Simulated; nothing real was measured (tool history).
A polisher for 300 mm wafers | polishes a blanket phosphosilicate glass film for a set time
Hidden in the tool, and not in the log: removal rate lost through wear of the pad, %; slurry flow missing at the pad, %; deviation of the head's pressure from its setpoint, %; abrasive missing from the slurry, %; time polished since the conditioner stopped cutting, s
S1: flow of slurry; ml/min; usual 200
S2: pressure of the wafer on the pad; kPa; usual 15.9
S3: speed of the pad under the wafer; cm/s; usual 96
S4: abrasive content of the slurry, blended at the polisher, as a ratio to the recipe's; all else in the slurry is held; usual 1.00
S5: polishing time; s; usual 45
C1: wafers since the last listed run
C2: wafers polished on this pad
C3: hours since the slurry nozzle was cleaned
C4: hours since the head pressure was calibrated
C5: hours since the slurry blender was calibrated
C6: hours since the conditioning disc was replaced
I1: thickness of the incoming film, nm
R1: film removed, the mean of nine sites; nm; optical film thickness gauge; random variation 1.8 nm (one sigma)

{"run": 1, "day": 0.0, "S1": 160, "S2": 15.9, "S3": 96, "S4": 1.0, "S5": 45, "C1": 0, "C2": 2998, "C3": 397.5, "C4": 705.8, "C5": 4.4, "C6": 503.3, "I1": 2680.8, "R1": 229.3}
{"run": 2, "day": 2.038, "S1": 200, "S2": 15.9, "S3": 96, "S4": 1.0, "S5": 39, "C1": 420, "C2": 3418, "C3": 446.4, "C4": 754.7, "C5": 53.3, "C6": 552.2, "I1": 2634.3, "R1": 199.8}
{"run": 3, "day": 4.65, "S1": 200, "S2": 15.9, "S3": 96, "S4": 1.0, "S5": 39, "C1": 539, "C2": 3958, "C3": 509.1, "C4": 817.4, "C5": 116.0, "C6": 614.9, "I1": 2625.4, "R1": 202.1}
{"day": 5.288, "done": "conditioning disc replaced and pad reconditioned"}
{"day": 6.717, "done": "slurry nozzle cleaned"}
{"run": 4, "day": 7.242, "S1": 200, "S2": 15.9, "S3": 96, "S4": 1.0, "S5": 39, "C1": 509, "C2": 4467, "C3": 12.6, "C4": 879.6, "C5": 178.2, "C6": 46.9, "I1": 2621.1, "R1": 203.1}
{"day": 9.85, "done": "worn pad replaced by a new one, of another model than before"}
{"run": 5, "day": 10.654, "S1": 200, "S2": 15.9, "S3": 96, "S4": 1.0, "S5": 45, "C1": 669, "C2": 165, "C3": 94.5, "C4": 961.5, "C5": 260.1, "C6": 128.8, "I1": 2612.8, "R1": 240.0}
{"day": 11.683, "done": "head pressure recalibrated"}
{"run": 6, "day": 13.258, "S1": 200, "S2": 15.9, "S3": 96, "S4": 1.0, "S5": 45, "C1": 520, "C2": 686, "C3": 157.0, "C4": 37.8, "C5": 322.6, "C6": 191.3, "I1": 2620.2, "R1": 240.4}
{"run": 7, "day": 15.638, "S1": 200, "S2": 17.9, "S3": 96, "S4": 0.95, "S5": 45, "C1": 491, "C2": 1177, "C3": 214.1, "C4": 94.9, "C5": 379.7, "C6": 248.4, "I1": 2604.7, "R1": 265.9}
{"run": 8, "day": 17.271, "S1": 200, "S2": 17.9, "S3": 96, "S4": 0.95, "S5": 45, "C1": 337, "C2": 1514, "C3": 253.3, "C4": 134.1, "C5": 418.9, "C6": 287.6, "I1": 2664.0, "R1": 267.7}
{"run": 9, "day": 19.188, "S1": 200, "S2": 17.9, "S3": 96, "S4": 0.95, "S5": 45, "C1": 395, "C2": 1909, "C3": 299.3, "C4": 180.1, "C5": 464.9, "C6": 333.6, "I1": 2636.0, "R1": 265.6}
{"run": 10, "day": 22.55, "S1": 200, "S2": 18.6, "S3": 126, "S4": 0.7, "S5": 45, "C1": 694, "C2": 2603, "C3": 380.0, "C4": 260.8, "C5": 545.6, "C6": 414.3, "I1": 2655.2, "R1": 302.7}
{"day": 24.075, "done": "slurry blender recalibrated"}
{"day": 25.983, "done": "conditioning disc replaced and pad reconditioned"}
{"run": 11, "day": 26.721, "S1": 200, "S2": 15.9, "S3": 96, "S4": 1.0, "S5": 45, "C1": 826, "C2": 3430, "C3": 480.1, "C4": 360.9, "C5": 63.5, "C6": 17.7, "I1": 2584.3, "R1": 231.8}
{"run": 12, "day": 29.117, "S1": 200, "S2": 11.0, "S3": 96, "S4": 1.2, "S5": 45, "C1": 494, "C2": 3924, "C3": 537.6, "C4": 418.4, "C5": 121.0, "C6": 75.2, "I1": 2598.8, "R1": 169.1}
{"run": 13, "day": 32.112, "S1": 200, "S2": 15.9, "S3": 96, "S4": 1.2, "S5": 45, "C1": 618, "C2": 4543, "C3": 609.5, "C4": 490.3, "C5": 192.9, "C6": 147.1, "I1": 2624.5, "R1": 240.1}
{"day": 33.712, "done": "slurry nozzle cleaned"}
{"run": 14, "day": 35.058, "S1": 200, "S2": 15.9, "S3": 96, "S4": 1.0, "S5": 45, "C1": 599, "C2": 5142, "C3": 32.3, "C4": 561.0, "C5": 263.6, "C6": 217.8, "I1": 2681.4, "R1": 231.3}
{"day": 35.696, "done": "worn pad replaced by a new one"}
{"run": 15, "day": 38.038, "S1": 130, "S2": 15.9, "S3": 84, "S4": 1.0, "S5": 45, "C1": 580, "C2": 483, "C3": 103.8, "C4": 632.5, "C5": 335.1, "C6": 289.3, "I1": 2641.9, "R1": 175.0}
{"run": 16, "day": 41.733, "S1": 200, "S2": 15.9, "S3": 96, "S4": 1.0, "S5": 38, "C1": 762, "C2": 1246, "C3": 192.5, "C4": 721.2, "C5": 423.8, "C6": 378.0, "I1": 2668.7, "R1": 201.3}
{"run": 17, "day": 45.292, "S1": 260, "S2": 15.9, "S3": 96, "S4": 0.85, "S5": 55, "C1": 734, "C2": 1980, "C3": 277.9, "C4": 806.6, "C5": 509.2, "C6": 463.4, "I1": 2605.9, "R1": 289.4}
{"day": 46.05, "done": "conditioning disc replaced and pad reconditioned"}
{"day": 48.546, "done": "slurry blender recalibrated"}
{"run": 18, "day": 49.504, "S1": 200, "S2": 20.7, "S3": 96, "S4": 0.75, "S5": 45, "C1": 835, "C2": 2815, "C3": 379.0, "C4": 907.7, "C5": 23.0, "C6": 82.9, "I1": 2578.5, "R1": 286.6}
{"day": 49.842, "done": "head pressure recalibrated"}
{"run": 19, "day": 53.692, "S1": 150, "S2": 19.3, "S3": 96, "S4": 0.8, "S5": 57, "C1": 847, "C2": 3662, "C3": 479.5, "C4": 92.4, "C5": 123.5, "C6": 183.4, "I1": 2686.5, "R1": 308.5}
{"run": 20, "day": 59.721, "S1": 200, "S2": 15.9, "S3": 96, "S4": 1.0, "S5": 30, "C1": 1244, "C2": 4907, "C3": 624.2, "C4": 237.1, "C5": 268.2, "C6": 328.1, "I1": 2573.1, "R1": 153.1}
{"day": 60.167, "done": "worn pad replaced by a new one"}
{"run": 21, "day": 61.708, "S1": 200, "S2": 15.9, "S3": 70, "S4": 1.0, "S5": 45, "C1": 375, "C2": 318, "C3": 671.9, "C4": 284.8, "C5": 315.9, "C6": 375.8, "I1": 2594.1, "R1": 200.4}
{"run": 22, "day": 64.283, "S1": 200, "S2": 15.9, "S3": 72, "S4": 1.0, "S5": 45, "C1": 531, "C2": 849, "C3": 733.7, "C4": 346.6, "C5": 377.7, "C6": 437.6, "I1": 2646.4, "R1": 201.1}
{"day": 64.342, "done": "slurry nozzle cleaned"}
{"day": 70.133, "done": "slurry blender recalibrated"}
{"day": 70.817, "done": "conditioning disc replaced and pad reconditioned"}
{"run": 23, "day": 71.238, "S1": 200, "S2": 15.9, "S3": 96, "S4": 1.0, "S5": 45, "C1": 1392, "C2": 2242, "C3": 165.5, "C4": 513.5, "C5": 26.5, "C6": 10.1, "I1": 2581.1, "R1": 235.3}
{"run": 24, "day": 72.921, "S1": 155, "S2": 15.9, "S3": 78, "S4": 0.8, "S5": 45, "C1": 347, "C2": 2589, "C3": 205.9, "C4": 553.9, "C5": 66.9, "C6": 50.5, "I1": 2662.8, "R1": 179.3}
{"run": 25, "day": 76.358, "S1": 200, "S2": 15.9, "S3": 96, "S4": 1.1, "S5": 51, "C1": 709, "C2": 3298, "C3": 288.4, "C4": 636.4, "C5": 149.4, "C6": 133.0, "I1": 2599.8, "R1": 275.4}
{"run": 26, "day": 80.583, "S1": 200, "S2": 15.9, "S3": 96, "S4": 1.0, "S5": 45, "C1": 872, "C2": 4170, "C3": 389.8, "C4": 737.8, "C5": 250.8, "C6": 234.4, "I1": 2604.8, "R1": 233.6}

What the log doesn't show, run by run:
slurry flow missing at the pad, %: 0 in every run
deviation of the head's pressure from its setpoint, %: 0 in every run
abrasive missing from the slurry, %: 0 in every run
time polished since the conditioner stopped cutting, s: 0 in every run
H1: removal rate lost through wear of the pad, %
run=1 H1=3.65
run=2 H1=4.08
run=3 H1=4.65
run=4 H1=5.2
run=5 H1=0.357
run=6 H1=0.917
run=7 H1=1.43
run=8 H1=1.78
run=9 H1=2.19
run=10 H1=2.91
run=11 H1=3.81
run=12 H1=4.33
run=13 H1=4.97
run=14 H1=5.6
run=15 H1=0.701
run=16 H1=1.5
run=17 H1=2.26
run=18 H1=3.17
run=19 H1=4.07
run=20 H1=5.36
run=21 H1=0.42
run=22 H1=0.974
run=23 H1=2.47
run=24 H1=2.83
run=25 H1=3.57
run=26 H1=4.48
